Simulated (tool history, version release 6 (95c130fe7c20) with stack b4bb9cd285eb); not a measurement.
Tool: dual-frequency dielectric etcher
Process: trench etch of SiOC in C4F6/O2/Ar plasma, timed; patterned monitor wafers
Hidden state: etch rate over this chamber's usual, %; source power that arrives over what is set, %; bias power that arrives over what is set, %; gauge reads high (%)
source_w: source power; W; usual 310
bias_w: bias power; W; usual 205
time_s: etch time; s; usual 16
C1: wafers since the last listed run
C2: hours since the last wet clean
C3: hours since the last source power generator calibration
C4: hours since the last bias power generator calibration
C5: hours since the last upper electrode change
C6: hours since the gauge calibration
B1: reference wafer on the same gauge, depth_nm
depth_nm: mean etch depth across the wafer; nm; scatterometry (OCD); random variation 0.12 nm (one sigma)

{"run": 1, "hour": 0.0, "source_w": 310, "bias_w": 177, "time_s": 16, "C1": 0, "C2": 411.8, "C3": 5087.1, "C4": 2797.5, "C5": 3876.2, "C6": 875.7, "B1": 37.7, "depth_nm": 35.5}
{"run": 2, "hour": 22.9, "source_w": 310, "bias_w": 205, "time_s": 16, "C1": 402, "C2": 434.7, "C3": 5110, "C4": 2820.4, "C5": 3899.1, "C6": 898.6, "B1": 37.62, "depth_nm": 36.59}
{"hour": 53.1, "done": "wet clean of the chamber"}
{"run": 3, "hour": 57.2, "source_w": 310, "bias_w": 205, "time_s": 16, "C1": 181, "C2": 4.1, "C3": 5144.3, "C4": 2854.7, "C5": 3933.4, "C6": 932.9, "B1": 37.69, "depth_nm": 35.53}
{"run": 4, "hour": 89.1, "source_w": 310, "bias_w": 205, "time_s": 16, "C1": 561, "C2": 36, "C3": 5176.2, "C4": 2886.6, "C5": 3965.3, "C6": 964.8, "B1": 37.74, "depth_nm": 35.66}
{"hour": 122.2, "done": "source power generator calibrated"}
{"run": 5, "hour": 196.7, "source_w": 310, "bias_w": 205, "time_s": 16, "C1": 1822, "C2": 143.6, "C3": 74.5, "C4": 2994.2, "C5": 4072.9, "C6": 1072.4, "B1": 37.77, "depth_nm": 36}
{"run": 6, "hour": 210.3, "source_w": 310, "bias_w": 205, "time_s": 16, "C1": 239, "C2": 157.2, "C3": 88.1, "C4": 3007.8, "C5": 4086.5, "C6": 1086, "B1": 37.65, "depth_nm": 35.66}
{"run": 7, "hour": 243.2, "source_w": 310, "bias_w": 205, "time_s": 16, "C1": 578, "C2": 190.1, "C3": 121, "C4": 3040.7, "C5": 4119.4, "C6": 1118.9, "B1": 37.74, "depth_nm": 35.66}
{"run": 8, "hour": 264.1, "source_w": 250, "bias_w": 205, "time_s": 21, "C1": 367, "C2": 211, "C3": 141.9, "C4": 3061.6, "C5": 4140.3, "C6": 1139.8, "B1": 37.72, "depth_nm": 40.84}
{"hour": 273.0, "done": "gauge calibrated"}
{"run": 9, "hour": 295.0, "source_w": 310, "bias_w": 228, "time_s": 21, "C1": 543, "C2": 241.9, "C3": 172.8, "C4": 3092.5, "C5": 4171.2, "C6": 22, "B1": 37.75, "depth_nm": 48.06}
{"run": 10, "hour": 311.2, "source_w": 240, "bias_w": 205, "time_s": 14.5, "C1": 284, "C2": 258.1, "C3": 189, "C4": 3108.7, "C5": 4187.4, "C6": 38.2, "B1": 37.71, "depth_nm": 27.34}
{"hour": 353.6, "done": "upper electrode replaced, of another model than before"}
{"hour": 357.1, "done": "bias power generator calibrated"}
{"run": 11, "hour": 357.6, "source_w": 310, "bias_w": 205, "time_s": 17.5, "C1": 331, "C2": 304.5, "C3": 235.4, "C4": 0.5, "C5": 4, "C6": 84.6, "B1": 37.74, "depth_nm": 39.75}
{"run": 12, "hour": 361.4, "source_w": 310, "bias_w": 205, "time_s": 16, "C1": 66, "C2": 308.3, "C3": 239.2, "C4": 4.3, "C5": 7.8, "C6": 88.4, "B1": 37.77, "depth_nm": 36.37}
{"run": 13, "hour": 379.5, "source_w": 350, "bias_w": 244, "time_s": 11.5, "C1": 318, "C2": 326.4, "C3": 257.3, "C4": 22.4, "C5": 25.9, "C6": 106.5, "B1": 37.71, "depth_nm": 28.46}
{"run": 14, "hour": 405.4, "source_w": 240, "bias_w": 205, "time_s": 14, "C1": 455, "C2": 352.3, "C3": 283.2, "C4": 48.3, "C5": 51.8, "C6": 132.4, "B1": 37.7, "depth_nm": 28.5}
{"run": 15, "hour": 437.6, "source_w": 230, "bias_w": 205, "time_s": 14.5, "C1": 566, "C2": 384.5, "C3": 315.4, "C4": 80.5, "C5": 84, "C6": 164.6, "B1": 37.72, "depth_nm": 29.06}
{"run": 16, "hour": 462.3, "source_w": 310, "bias_w": 205, "time_s": 16, "C1": 434, "C2": 409.2, "C3": 340.1, "C4": 105.2, "C5": 108.7, "C6": 189.3, "B1": 37.72, "depth_nm": 36.13}
{"run": 17, "hour": 474.3, "source_w": 310, "bias_w": 232, "time_s": 16, "C1": 211, "C2": 421.2, "C3": 352.1, "C4": 117.2, "C5": 120.7, "C6": 201.3, "B1": 37.72, "depth_nm": 37.61}
{"hour": 502.0, "done": "wet clean of the chamber"}
{"run": 18, "hour": 508.9, "source_w": 310, "bias_w": 177, "time_s": 16, "C1": 186, "C2": 6.9, "C3": 386.7, "C4": 151.8, "C5": 155.3, "C6": 235.9, "B1": 37.73, "depth_nm": 34.32}
{"run": 19, "hour": 538.3, "source_w": 270, "bias_w": 205, "time_s": 16, "C1": 517, "C2": 36.3, "C3": 416.1, "C4": 181.2, "C5": 184.7, "C6": 265.3, "B1": 37.7, "depth_nm": 33.8}
{"run": 20, "hour": 572.4, "source_w": 330, "bias_w": 247, "time_s": 16, "C1": 599, "C2": 70.4, "C3": 450.2, "C4": 215.3, "C5": 218.8, "C6": 299.4, "B1": 37.75, "depth_nm": 38.3}
{"run": 21, "hour": 605.2, "source_w": 260, "bias_w": 228, "time_s": 11, "C1": 577, "C2": 103.2, "C3": 483, "C4": 248.1, "C5": 251.6, "C6": 332.2, "B1": 37.67, "depth_nm": 23.68}
{"run": 22, "hour": 639.2, "source_w": 310, "bias_w": 205, "time_s": 16, "C1": 598, "C2": 137.2, "C3": 517, "C4": 282.1, "C5": 285.6, "C6": 366.2, "B1": 37.66, "depth_nm": 36.13}
{"run": 23, "hour": 672.4, "source_w": 350, "bias_w": 205, "time_s": 20.5, "C1": 584, "C2": 170.4, "C3": 550.2, "C4": 315.3, "C5": 318.8, "C6": 399.4, "B1": 37.69, "depth_nm": 48.41}
{"run": 24, "hour": 696.1, "source_w": 360, "bias_w": 184, "time_s": 20, "C1": 416, "C2": 194.1, "C3": 573.9, "C4": 339, "C5": 342.5, "C6": 423.1, "B1": 37.71, "depth_nm": 46.51}
{"run": 25, "hour": 725.6, "source_w": 310, "bias_w": 205, "time_s": 16, "C1": 518, "C2": 223.6, "C3": 603.4, "C4": 368.5, "C5": 372, "C6": 452.6, "B1": 37.67, "depth_nm": 36}
{"run": 26, "hour": 759.6, "source_w": 390, "bias_w": 184, "time_s": 16, "C1": 598, "C2": 257.6, "C3": 637.4, "C4": 402.5, "C5": 406, "C6": 486.6, "B1": 37.78, "depth_nm": 38.42}
{"run": 27, "hour": 777.2, "source_w": 290, "bias_w": 205, "time_s": 16, "C1": 309, "C2": 275.2, "C3": 655, "C4": 420.1, "C5": 423.6, "C6": 504.2, "B1": 37.73, "depth_nm": 34.96}
{"run": 28, "hour": 809.8, "source_w": 340, "bias_w": 182, "time_s": 12, "C1": 573, "C2": 307.8, "C3": 687.6, "C4": 452.7, "C5": 456.2, "C6": 536.8, "B1": 37.68, "depth_nm": 27.43}
{"run": 29, "hour": 825.8, "source_w": 360, "bias_w": 182, "time_s": 16, "C1": 281, "C2": 323.8, "C3": 703.6, "C4": 468.7, "C5": 472.2, "C6": 552.8, "B1": 37.73, "depth_nm": 37.21}
{"run": 30, "hour": 845.7, "source_w": 270, "bias_w": 154, "time_s": 13, "C1": 350, "C2": 343.7, "C3": 723.5, "C4": 488.6, "C5": 492.1, "C6": 572.7, "B1": 37.7, "depth_nm": 26.01}

4 ways to go on from here, each from the tool as it stands after run 30. What would each give?
{"run": "A", "hour": 846.1, "source_w": 310, "bias_w": 205, "time_s": 16, "C1": 7, "C2": 344.1, "C3": 723.9, "C4": 489, "C5": 492.5, "C6": 573.1, "B1": "?", "depth_nm": "?"}
{"run": "B", "hour": 846.1, "source_w": 330, "bias_w": 239, "time_s": 16, "C1": 7, "C2": 344.1, "C3": 723.9, "C4": 489, "C5": 492.5, "C6": 573.1, "B1": "?", "depth_nm": "?"}
{"run": "C", "hour": 846.1, "source_w": 350, "bias_w": 188, "time_s": 11.5, "C1": 7, "C2": 344.1, "C3": 723.9, "C4": 489, "C5": 492.5, "C6": 573.1, "B1": "?", "depth_nm": "?"}
{"run": "D", "hour": 846.1, "source_w": 240, "bias_w": 205, "time_s": 17.5, "C1": 7, "C2": 344.1, "C3": 723.9, "C4": 489, "C5": 492.5, "C6": 573.1, "B1": "?", "depth_nm": "?"}

run=A B1=37.66 depth_nm=36.08
run=B B1=37.66 depth_nm=38.5
run=C B1=37.66 depth_nm=26.65
run=D B1=37.66 depth_nm=35.6
Without the tool's hidden state the same runs would have given:
run=A depth_nm=35.28
run=B depth_nm=37.64
run=C depth_nm=26.06
run=D depth_nm=34.81
